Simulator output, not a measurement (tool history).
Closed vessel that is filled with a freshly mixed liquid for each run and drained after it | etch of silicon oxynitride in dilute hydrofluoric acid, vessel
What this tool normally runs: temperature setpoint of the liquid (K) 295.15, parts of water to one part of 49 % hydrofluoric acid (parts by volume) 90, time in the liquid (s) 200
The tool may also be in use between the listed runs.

| run | hour | temperature setpoint of the liquid (K) | parts of water to one part of 49 % hydrofluoric acid (parts by volume) | time in the liquid (s) | read-back film thickness of the silicon oxynitride reference wafer, read on the same gauge (nm) | thickness taken off the silicon oxynitride on a monitor wafer (Å) |
|---|---|---|---|---|---|---|
| 1 | 0 | 294.15 | 90 | 200 | 149.99 | 72.8 |
| 2 | 67.6 | 295.15 | 90 | 200 | 149.98 | 76.8 |
| 3 | 106.3 | 295.15 | 90 | 200 | 150 | 77.4 |
| 4 | 161.9 | 295.15 | 90 | 200 | 150.04 | 78.7 |
| 5 | 231.6 | 295.15 | 90 | 250 | 149.98 | 98.7 |
| 6 | 299.5 | 295.15 | 55 | 200 | 149.99 | 131.8 |
| 7 | 340 | 295.15 | 90 | 200 | 150.02 | 80.4 |
| 8 | 416.4 | 295.15 | 90 | 200 | 149.97 | 80.3 |
|  | 464.7 | hydrofluoric acid flow meter replaced |
| 9 | 475.7 | 295.15 | 90 | 200 | 150.06 | 71.9 |
| 10 | 566.2 | 295.15 | 90 | 200 | 150.02 | 73.9 |
| 11 | 613.1 | 295.15 | 90 | 200 | 149.99 | 73.3 |
| 12 | 676.2 | 295.15 | 115 | 200 | 149.99 | 56 |
| 13 | 760.3 | 295.15 | 130 | 200 | 150.01 | 50.4 |
| 14 | 1024.4 | 295.15 | 90 | 200 | 150.07 | 75.3 |
| 15 | 1061.7 | 298.15 | 90 | 295 | 150.02 | 130 |
| 16 | 1104.1 | 295.15 | 90 | 200 | 149.96 | 75.7 |
| 17 | 1161.3 | 300.15 | 50 | 295 | 150.03 | 261.8 |
| 18 | 1202.6 | 295.15 | 55 | 85 | 150.02 | 54.6 |
| 19 | 1252.3 | 295.15 | 90 | 145 | 150.07 | 56.5 |
| 20 | 1289.4 | 296.65 | 125 | 200 | 150.01 | 59.2 |
|  | 1316.2 | hydrofluoric acid flow meter replaced |
|  | 1334.4 | thermometer replaced |
| 21 | 1350.8 | 290.65 | 120 | 200 | 150 | 47.1 |
| 22 | 1449.3 | 291.65 | 125 | 200 | 149.94 | 48.1 |
|  | 1487.2 | gauge calibrated |
| 23 | 1538.5 | 299.15 | 60 | 300 | 149.99 | 229.4 |
| 24 | 1621.9 | 295.15 | 110 | 275 | 149.99 | 91.9 |
| 25 | 1923 | 295.15 | 75 | 200 | 150.01 | 103.3 |
| 26 | 2002.8 | 295.15 | 90 | 230 | 150.03 | 97.2 |
| 27 | 2061.4 | 299.65 | 50 | 105 | 149.98 | 102 |
| 28 | 2121.5 | 295.15 | 120 | 300 | 149.98 | 93.7 |
| 29 | 2193.6 | 295.15 | 90 | 300 | 149.96 | 128.6 |
| 30 | 2233.8 | 295.15 | 45 | 200 | 150 | 180.6 |
| 31 | 2288.3 | 299.15 | 60 | 300 | 149.97 | 240.7 |
|  | 2302.8 | hydrofluoric acid flow meter replaced |
| 32 | 2337.8 | 295.15 | 90 | 200 | 149.96 | 75.4 |
| 33 | 2385.6 | 291.15 | 50 | 200 | 149.99 | 113.8 |
| 34 | 2470 | 293.65 | 55 | 200 | 150.01 | 117.2 |

Measured minus without-hidden-state, run by run (identical run-to-run variation in each term; gauge scatter may differ):
Hidden state present: liquid colder than its thermometer reads (K); hydrofluoric acid flow above the setpoint (%); gauge reads high (%).
| run | thickness taken off the silicon oxynitride on a monitor wafer (Å) |
|---|---|
| 1 | -1.5 |
| 2 | -1.1 |
| 3 | -0.9 |
| 4 | -0.5 |
| 5 | -0.1 |
| 6 | +0.1 |
| 7 | +0.6 |
| 8 | +1.1 |
| 9 | -6.3 |
| 10 | -5.8 |
| 11 | -5.4 |
| 12 | -3.7 |
| 13 | -2.9 |
| 14 | -2.8 |
| 15 | -4.1 |
| 16 | -2.4 |
| 17 | -7.3 |
| 18 | -1.6 |
| 19 | -1.2 |
| 20 | -0.6 |
| 21 | +0.9 |
| 22 | +1.3 |
| 23 | +8 |
| 24 | +3.9 |
| 25 | +6.6 |
| 26 | +6.9 |
| 27 | +7.4 |
| 28 | +7.6 |
| 29 | +10.8 |
| 30 | +14.6 |
| 31 | +21.5 |
| 32 | -3.5 |
| 33 | -5.1 |
| 34 | -4.3 |

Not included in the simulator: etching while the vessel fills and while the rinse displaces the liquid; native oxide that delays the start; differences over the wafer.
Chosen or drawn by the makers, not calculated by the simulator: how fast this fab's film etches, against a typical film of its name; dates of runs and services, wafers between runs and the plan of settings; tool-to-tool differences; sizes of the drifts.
